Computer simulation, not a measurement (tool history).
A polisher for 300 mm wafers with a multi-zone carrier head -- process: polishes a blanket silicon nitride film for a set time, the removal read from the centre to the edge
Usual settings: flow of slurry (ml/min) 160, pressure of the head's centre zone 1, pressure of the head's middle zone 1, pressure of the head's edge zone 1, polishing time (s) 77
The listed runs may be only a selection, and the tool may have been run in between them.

| run | hour | flow of slurry (ml/min) | pressure of the head's centre zone | pressure of the head's middle zone | pressure of the head's edge zone | polishing time (s) | wafers since the last listed run | wafers polished on this pad | hours since the slurry nozzle was cleaned | hours since the centre zone pressure was calibrated | hours since the edge zone pressure was calibrated | hours since the carrier head's membrane was replaced | incoming thickness of the incoming film, nm | film removed at the wafer's centre (Å) | film removed at mid-radius (Å) | film removed at the wafer's edge (Å) |
|---|---|---|---|---|---|---|---|---|---|---|---|---|---|---|---|---|
| 1 | 0 | 160 | 0.91 | 1 | 1 | 77 | 0 | 244 | 9.1 | 258.8 | 820 | 247.3 | 359.4 | 1358 | 1447 | 1520 |
|  | 5.4 | edge zone pressure recalibrated |
| 2 | 42.1 | 160 | 0.91 | 1 | 1 | 77 | 284 | 529 | 51.2 | 300.9 | 36.7 | 289.4 | 364.2 | 1346 | 1435 | 1506 |
|  | 69.5 | centre zone pressure recalibrated |
| 3 | 97.1 | 160 | 1 | 1 | 1 | 77 | 376 | 905 | 106.2 | 27.6 | 91.7 | 344.4 | 355.3 | 1454 | 1437 | 1470 |
|  | 177 | worn pad replaced by a new one |
| 4 | 200.1 | 160 | 1 | 1 | 1 | 77 | 702 | 164 | 209.2 | 130.6 | 194.7 | 447.4 | 359.2 | 1446 | 1432 | 1500 |
| 5 | 280.1 | 160 | 1 | 1 | 1 | 77 | 567 | 732 | 289.2 | 210.6 | 274.7 | 527.4 | 361.1 | 1415 | 1404 | 1425 |
| 6 | 335.5 | 160 | 1.06 | 1 | 1 | 64 | 393 | 1125 | 344.6 | 266 | 330.1 | 582.8 | 364.5 | 1235 | 1165 | 1220 |
|  | 408.7 | centre zone pressure recalibrated |
| 7 | 409.2 | 160 | 1 | 1 | 1 | 77 | 509 | 1634 | 418.3 | 0.5 | 403.8 | 656.5 | 359 | 1403 | 1394 | 1437 |
|  | 420.2 | worn pad replaced by a new one |
| 8 | 456.4 | 160 | 1 | 1 | 1 | 77 | 306 | 256 | 465.5 | 47.7 | 451 | 703.7 | 361.2 | 1416 | 1399 | 1470 |
|  | 479.9 | carrier head's membrane replaced by a new one |
|  | 611.8 | slurry nozzle cleaned |
| 9 | 670.1 | 160 | 1 | 1 | 1 | 77 | 1474 | 1731 | 58.3 | 261.4 | 664.7 | 190.2 | 361.8 | 1461 | 1457 | 1458 |
|  | 695.6 | edge zone pressure recalibrated |
|  | 700.7 | worn pad replaced by a new one |
| 10 | 717.3 | 160 | 1 | 1 | 1 | 86 | 292 | 117 | 105.5 | 308.6 | 21.7 | 237.4 | 364.9 | 1630 | 1614 | 1680 |
|  | 747.8 | centre zone pressure recalibrated |
| 11 | 783.1 | 160 | 1 | 1 | 1 | 77 | 452 | 570 | 171.3 | 35.3 | 87.5 | 303.2 | 362.8 | 1428 | 1399 | 1475 |
| 12 | 850.6 | 110 | 0.93 | 1 | 1 | 77 | 479 | 1050 | 238.8 | 102.8 | 155 | 370.7 | 360.3 | 1150 | 1257 | 1359 |
| 13 | 907.8 | 175 | 0.88 | 1 | 1 | 77 | 406 | 1456 | 296 | 160 | 212.2 | 427.9 | 355.1 | 1269 | 1402 | 1489 |
|  | 915.7 | worn pad replaced by a new one |
| 14 | 1015.7 | 160 | 1 | 1 | 1 | 90 | 737 | 710 | 403.9 | 267.9 | 320.1 | 535.8 | 362.7 | 1619 | 1608 | 1708 |
| 15 | 1096.4 | 160 | 0.91 | 1 | 1 | 77 | 572 | 1283 | 484.6 | 348.6 | 400.8 | 616.5 | 362.5 | 1254 | 1393 | 1435 |
|  | 1120.3 | centre zone pressure recalibrated |
|  | 1154.2 | worn pad replaced by a new one |
|  | 1163.6 | carrier head's membrane replaced by a new one |
| 16 | 1194.4 | 160 | 1.07 | 1 | 1 | 77 | 617 | 250 | 582.6 | 74.1 | 498.8 | 30.8 | 361 | 1484 | 1377 | 1456 |
| 17 | 1240.9 | 120 | 1 | 1.11 | 0.94 | 77 | 330 | 580 | 629.1 | 120.6 | 545.3 | 77.3 | 360.5 | 1240 | 1331 | 1329 |

Alternative continuations, all from the tool just after run 17; predict every row:
| A | 1241.3 | 160 | 1 | 0.93 | 1 | 77 | 2 | 583 | 629.5 | 121 | 545.7 | 77.7 | 351.8 | ? | ? | ? |
| B | 1241.3 | 160 | 1 | 1.05 | 1 | 89 | 2 | 583 | 629.5 | 121 | 545.7 | 77.7 | 351.8 | ? | ? | ? |
| C | 1241.3 | 160 | 1 | 1.04 | 1 | 77 | 2 | 583 | 629.5 | 121 | 545.7 | 77.7 | 351.8 | ? | ? | ? |

| run | film removed at the wafer's centre (Å) | film removed at mid-radius (Å) | film removed at the wafer's edge (Å) |
|---|---|---|---|
| A | 1371 | 1313 | 1381 |
| B | 1586 | 1633 | 1595 |
| C | 1372 | 1405 | 1380 |
Without the tool's hidden state the same runs would have given:
| run | film removed at the wafer's centre (Å) | film removed at mid-radius (Å) | film removed at the wafer's edge (Å) |
|---|---|---|---|
| A | 1489 | 1411 | 1454 |
| B | 1722 | 1756 | 1678 |
| C | 1489 | 1510 | 1452 |
